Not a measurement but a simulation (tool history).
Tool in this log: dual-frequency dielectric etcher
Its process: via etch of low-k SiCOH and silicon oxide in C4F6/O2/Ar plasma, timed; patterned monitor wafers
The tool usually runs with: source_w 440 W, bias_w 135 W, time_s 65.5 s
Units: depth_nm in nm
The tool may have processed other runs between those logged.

run,day,source_w,bias_w,time_s,"read-back reference wafer on the same gauge, depth_nm",depth_nm
1,0,440,135,65.5,165.5,171.9
2,0.917,440,135,65.5,164.9,174.5
3,1.733,440,120,65.5,164.8,165
4,2.342,440,120,65.5,165.2,167.9
5,3.675,440,120,65.5,165,167.2
6,4.921,440,135,65.5,164.6,175.5
7,5.738,440,135,65.5,165.3,173.3
8,7.046,440,108,55.5,164.7,139.8
# day 7.088: gauge calibrated
# day 8.079: source power generator calibrated
9,8.1,330,114,54,164.4,114.2
# day 9.117: upper electrode replaced
# day 9.133: wet clean of the chamber
10,9.154,410,117,65.5,165,154.8
# day 9.333: bias power generator calibrated
11,10.246,440,135,65.5,165,170.5
12,10.975,410,157,77,164.7,202.3
13,11.504,440,135,65.5,165,172.5
14,12.292,440,135,65.5,165.2,170.7

5 options for the next run, each taken on its own from the tool as it stands now. Forecast them:
A,12.308,440,135,59,?,?
B,12.308,440,135,48,?,?
C,12.308,540,152,65.5,?,?
D,12.308,380,135,80.5,?,?
E,12.308,470,135,54,?,?

run,"read-back reference wafer on the same gauge, depth_nm",depth_nm
A,165.4,153.3
B,165.4,124.7
C,165.4,198.5
D,165.4,191.4
E,165.4,145.8
Without the tool's hidden state the same runs would have given:
run,depth_nm
A,152.5
B,124.1
C,197.4
D,190.4
E,145

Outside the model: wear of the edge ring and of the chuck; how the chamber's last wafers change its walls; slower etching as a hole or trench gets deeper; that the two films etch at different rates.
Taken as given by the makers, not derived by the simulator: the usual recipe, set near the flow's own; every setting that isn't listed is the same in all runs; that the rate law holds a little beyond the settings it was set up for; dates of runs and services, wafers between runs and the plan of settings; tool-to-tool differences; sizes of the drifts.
